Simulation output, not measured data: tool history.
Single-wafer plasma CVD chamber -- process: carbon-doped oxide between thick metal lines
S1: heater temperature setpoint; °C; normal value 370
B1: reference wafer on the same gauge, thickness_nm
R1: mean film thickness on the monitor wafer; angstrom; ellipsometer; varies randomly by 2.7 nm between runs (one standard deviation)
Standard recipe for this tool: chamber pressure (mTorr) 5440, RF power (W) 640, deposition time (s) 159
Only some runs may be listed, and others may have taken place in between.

Run 1, hour 0.0: usual settings but deposition time (s) 141; B1 816.495. Result: R1 7703.27 angstrom.
Run 2, hour 69.3: usual settings but S1 359 °C, deposition time (s) 146; B1 816.965. Result: R1 8192.85 angstrom.
Run 3, hour 145.8: usual settings but S1 359 °C, deposition time (s) 146; B1 816.975. Result: R1 8191.06 angstrom.
Run 4, hour 203.4: usual settings; B1 816.898. Result: R1 8694.42 angstrom.
Run 5, hour 248.7: usual settings; B1 817.151. Result: R1 8710.14 angstrom.
Run 6, hour 287.6: usual settings; B1 817.025. Result: R1 8716.15 angstrom.
Run 7, hour 361.4: usual settings; B1 816.980. Result: R1 8707.99 angstrom.
Run 8, hour 461.8: usual settings; B1 816.315. Result: R1 8662.90 angstrom.
Run 9, hour 507.5: usual settings but deposition time (s) 149; B1 817.121. Result: R1 8099.44 angstrom.
Run 10, hour 611.2: usual settings but deposition time (s) 149; B1 817.417. Result: R1 8134.56 angstrom.
Run 11, hour 709.6: usual settings but deposition time (s) 149; B1 817.039. Result: R1 8089.75 angstrom.
At hour 719.4: thermocouple changed; heater temperature recalibrated.
Run 12, hour 766.4: usual settings; B1 816.039. Result: R1 8659.11 angstrom.
At hour 776.2: gauge calibrated.
Run 13, hour 808.6: usual settings; B1 816.084. Result: R1 8611.38 angstrom.
Run 14, hour 860.2: usual settings but chamber pressure (mTorr) 5910, deposition time (s) 183; B1 816.867. Result: R1 9960.63 angstrom.
Run 15, hour 911.2: usual settings but deposition time (s) 181; B1 816.587. Result: R1 9876.38 angstrom.
At hour 959.6: capacitance manometer re-zeroed and calibrated.
At hour 1011.0: showerhead replaced.
Run 16, hour 1013.3: usual settings but chamber pressure (mTorr) 6580; B1 816.760. Result: R1 8761.28 angstrom.
At hour 1124.6: RF generator calibrated.
Run 17, hour 1125.1: usual settings but S1 383 °C, chamber pressure (mTorr) 4350; B1 817.092. Result: R1 8482.41 angstrom.
Run 18, hour 1176.6: usual settings; B1 816.714. Result: R1 8839.21 angstrom.
Run 19, hour 1265.1: usual settings but S1 380 °C, chamber pressure (mTorr) 6740; B1 818.490. Result: R1 8802.95 angstrom.
Run 20, hour 1315.5: usual settings but RF power (W) 515; B1 816.766. Result: R1 7896.20 angstrom.
Run 21, hour 1423.2: usual settings but chamber pressure (mTorr) 6590, RF power (W) 675, deposition time (s) 182; B1 816.058. Result: R1 10422.39 angstrom.
Run 22, hour 1691.5: usual settings but RF power (W) 695; B1 816.641. Result: R1 9082.59 angstrom.
Run 23, hour 1961.0: usual settings but S1 357 °C, chamber pressure (mTorr) 5070, RF power (W) 765, deposition time (s) 139; B1 817.743. Result: R1 8462.83 angstrom.
Run 24, hour 2141.0: usual settings; B1 817.414. Result: R1 8625.92 angstrom.
Run 25, hour 2197.7: usual settings but S1 377 °C, deposition time (s) 142; B1 817.936. Result: R1 7642.82 angstrom.
At hour 2270.7: gauge calibrated.
Run 26, hour 2274.1: usual settings; B1 815.510. Result: R1 8675.42 angstrom.
Run 27, hour 2326.8: usual settings but S1 358 °C, chamber pressure (mTorr) 6440, deposition time (s) 186; B1 818.049. Result: R1 10485.32 angstrom.

Each row is a separate what-if for the run after 27, all from the same tool condition, not one after another. Results?
Run A, hour 2327.2: usual settings but deposition time (s) 137; B1 ?. Result: R1 ?.
Run B, hour 2327.2: usual settings but S1 356 °C, chamber pressure (mTorr) 6660, RF power (W) 675, deposition time (s) 180; B1 ?. Result: R1 ?.
Run C, hour 2327.2: usual settings but deposition time (s) 171; B1 ?. Result: R1 ?.
Run D, hour 2327.2: usual settings but S1 364 °C, RF power (W) 515, deposition time (s) 149; B1 ?. Result: R1 ?.
Run E, hour 2327.2: usual settings but S1 361 °C, chamber pressure (mTorr) 5100; B1 ?. Result: R1 ?.

run       B1        R1
  A  817.531   7500.56
  B  817.531  10529.13
  C  817.531   9354.69
  D  817.531   7433.91
  E  817.531   8806.39
With no hidden state in the tool, these same runs would have given:
run        R1
  A   7655.30
  B  10741.26
  C   9547.68
  D   7592.24
  E   8988.07

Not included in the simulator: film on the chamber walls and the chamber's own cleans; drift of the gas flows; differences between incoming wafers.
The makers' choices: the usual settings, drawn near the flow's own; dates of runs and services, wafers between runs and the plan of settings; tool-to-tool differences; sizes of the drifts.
